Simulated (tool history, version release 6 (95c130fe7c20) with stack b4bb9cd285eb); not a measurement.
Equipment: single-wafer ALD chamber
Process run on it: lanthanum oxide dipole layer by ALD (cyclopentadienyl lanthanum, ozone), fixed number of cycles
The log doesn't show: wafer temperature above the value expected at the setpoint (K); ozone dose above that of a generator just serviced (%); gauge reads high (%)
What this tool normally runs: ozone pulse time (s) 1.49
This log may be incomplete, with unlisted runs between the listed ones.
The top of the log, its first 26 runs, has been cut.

run,day,ozone pulse time (s),wafers since the last listed run,hours since the last thermocouple change,hours since the last ozone generator service,hours since the showerhead was replaced,hours since the gauge calibration,"read-back reference wafer on the same gauge, thickness_nm",mean film thickness on the monitor wafer (nm)
27,12.133,1.33,172,186.2,234.4,43.2,169.8,0.472,0.528
28,12.404,1.49,110,192.7,240.9,49.7,176.3,0.473,0.546
29,13.812,2.08,573,226.5,274.7,83.5,210.1,0.473,0.568
30,14.158,0.92,140,234.8,283,91.8,218.4,0.474,0.457
31,14.888,1.78,296,252.3,300.5,109.3,235.9,0.472,0.563
32,15.15,1.93,106,258.6,306.8,115.6,242.2,0.473,0.556
33,15.579,1.25,174,268.9,317.1,125.9,252.5,0.473,0.512
34,15.967,1.14,157,278.2,326.4,135.2,261.8,0.473,0.497

5 ways to go on from here, each from the tool as it stands after run 34. What would each give?
A,15.983,1.49,6,278.6,326.8,135.6,262.2,?,?
B,15.983,1.87,6,278.6,326.8,135.6,262.2,?,?
C,15.983,0.9,6,278.6,326.8,135.6,262.2,?,?
D,15.983,1.18,6,278.6,326.8,135.6,262.2,?,?
E,15.983,1.64,6,278.6,326.8,135.6,262.2,?,?

run,"read-back reference wafer on the same gauge, thickness_nm",mean film thickness on the monitor wafer (nm)
A,0.473,0.542
B,0.473,0.562
C,0.473,0.444
D,0.473,0.507
E,0.473,0.552
Had the tool no hidden state, the same runs would have come out as:
run,mean film thickness on the monitor wafer (nm)
A,0.547
B,0.564
C,0.454
D,0.514
E,0.556
